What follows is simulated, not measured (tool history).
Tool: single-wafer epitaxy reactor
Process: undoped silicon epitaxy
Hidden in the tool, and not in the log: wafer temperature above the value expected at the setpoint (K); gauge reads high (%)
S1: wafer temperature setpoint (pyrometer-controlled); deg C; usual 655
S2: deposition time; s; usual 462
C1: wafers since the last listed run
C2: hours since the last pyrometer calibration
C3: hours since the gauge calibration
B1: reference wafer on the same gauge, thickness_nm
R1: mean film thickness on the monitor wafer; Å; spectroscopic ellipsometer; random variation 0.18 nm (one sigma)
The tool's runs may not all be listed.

run   hour   S1   S2   C1     C2     C3      B1       R1
  1      0  661  437    0  331.9  309.3  66.804   859.08
  2   60.9  661  437  258  392.8  370.2  66.778    856.5
  3   90.8  661  437  127  422.7  400.1  66.803   860.38
  4  134.9  648  462  187  466.8  444.2  66.794   697.67
  5  168.5  648  462  142  500.4  477.8  66.807   694.48
  6  238.8  655  462  298  570.7  548.1  66.796   801.91
  7  273.5  655  462  147  605.4  582.8  66.803   801.78
  8  299.7  655  462  111  631.6    609  66.828   803.55
  9  354.4  655  462  232  686.3  663.7  66.744   801.23
     398.6  -- gauge calibrated
 10  410.3  655  462  237  742.2   11.7  66.869   801.24
 11  436.8  655  462  112  768.7   38.2  66.815   798.86
 12  462.5  648  407  109  794.4   63.9  66.796   609.02
 13  515.3  650  520  224  847.2  116.7  66.818   814.76
 14  547.7  641  492  137  879.6  149.1  66.803   638.88
 15  615.5  669  408  288  947.4  216.9  66.795    933.5
     681.7  -- pyrometer calibrated
 16  682.9  641  492  252    1.2  284.3  66.826   647.62
 17  749.9  651  417  284   68.2  351.3  66.794   670.93
 18  796.9  666  462  199  115.2  398.3  66.802  1009.65
 19  864.2  655  462  286  182.5  465.6  66.782   808.81
 20    922  641  462  245  240.3  523.4  66.811   606.01

Forecast each of these 5 alternatives for the next run:
  A  922.5  655  505   2  240.8  523.9   ?   ?
  B  922.5  662  498   2  240.8  523.9   ?   ?
  C  922.5  649  462   2  240.8  523.9   ?   ?
  D  922.5  668  425   2  240.8  523.9   ?   ?
  E  922.5  644  510   2  240.8  523.9   ?   ?

run      B1       R1
  A  66.788   884.59
  B  66.788  1003.97
  C  66.788   716.29
  D  66.788   964.98
  E  66.788   713.42
Without the tool's hidden state the same runs would have given:
run       R1
  A   886.88
  B  1006.52
  C   718.16
  D   967.41
  E    715.3
